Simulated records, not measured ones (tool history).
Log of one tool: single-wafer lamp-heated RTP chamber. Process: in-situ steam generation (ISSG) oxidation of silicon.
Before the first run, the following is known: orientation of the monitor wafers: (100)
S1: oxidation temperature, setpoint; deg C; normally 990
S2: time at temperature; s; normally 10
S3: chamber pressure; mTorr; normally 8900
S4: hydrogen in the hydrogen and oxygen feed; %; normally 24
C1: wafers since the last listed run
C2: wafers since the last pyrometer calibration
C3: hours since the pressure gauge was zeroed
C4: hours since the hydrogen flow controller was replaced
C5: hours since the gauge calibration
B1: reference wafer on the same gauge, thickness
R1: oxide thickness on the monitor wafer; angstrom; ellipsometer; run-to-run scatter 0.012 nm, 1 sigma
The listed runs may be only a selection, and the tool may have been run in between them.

run     day   S1  S2     S3  S4   C1    C2      C3      C4     C5     B1     R1
  1   0.000  990  10   8900  24    0  3057  2967.4  2395.5  204.3  4.900  41.32
  2   1.450  990  10   8900  24  257  3314  3002.2  2430.3  239.1  4.900  41.48
  3   1.950  990  10   8900  24   88  3403  3014.2  2442.3  251.1  4.901  41.34
  4   3.267  990  10   8900  24  233  3637  3045.8  2473.9  282.7  4.902  41.27
  5   3.929  990  10   8900  24  117  3754  3061.7  2489.8  298.6  4.904  41.46
  6   4.817  990  10   7900  24  157  3912  3083.0  2511.1  319.9  4.899  41.81
  7   5.408  990  10   7900  24  104  4017  3097.2  2525.3  334.1  4.902  41.94
  8   6.412  990  10   7900  24  178  4195  3121.3  2549.4  358.2  4.896  41.96
  9   7.246  990  10   8900  24  147  4343  3141.3  2569.4  378.2  4.897  41.15
 10   8.408  990  10   8900  24  206  4549  3169.2  2597.3  406.1  4.900  41.32
 11   9.867  990  14   9600  16  258  4808  3204.2  2632.3  441.1  4.899  42.91
     10.492  -- pressure gauge zeroed
 12  10.983  990  10   8900  24  138  4946    11.8  2659.1  467.9  4.901  41.44
     11.575  -- gauge calibrated
 13  12.358  990  10   8900  24  243  5190    44.8  2692.1   18.8  4.901  41.49
 14  13.588  977   6   8000  20  218  5408    74.3  2721.6   48.3  4.897  31.31
     14.462  -- hydrogen flow controller replaced
     14.638  -- pyrometer window cleaned and pyrometer calibrated
 15  15.596  979   8   8300  27  266   170   122.5    27.2   96.5  4.899  38.07
 16  16.738  985  13  10100  29  202   372   149.9    54.6  123.9  4.898  46.43
 17  18.562  999  10   8900  24  323   696   193.7    98.4  167.7  4.898  42.69
 18  19.512  990  10   8900  24  168   864   216.5   121.2  190.5  4.900  41.55
 19  20.404  977   6   8000  20  158  1023   237.9   142.6  211.9  4.899  31.43
 20  21.512  979  14   8200  21  196  1219   264.5   169.2  238.5  4.897  44.50

Forecast each of these 4 alternatives for the next run:
  A  21.529  990  10  8900  15   2  1222  264.9  169.6  238.9   ?   ?
  B  21.529  981  12  8300  32   2  1222  264.9  169.6  238.9   ?   ?
  C  21.529  990  10  7900  28   2  1222  264.9  169.6  238.9   ?   ?
  D  21.529  990  14  7500  24   2  1222  264.9  169.6  238.9   ?   ?

run     B1     R1
  A  4.895  37.05
  B  4.895  47.34
  C  4.895  43.75
  D  4.895  48.12
The same runs, with their run-to-run variation unchanged, on a tool lacking any hidden condition would have given:
run     R1
  A  37.05
  B  47.34
  C  43.75
  D  48.12
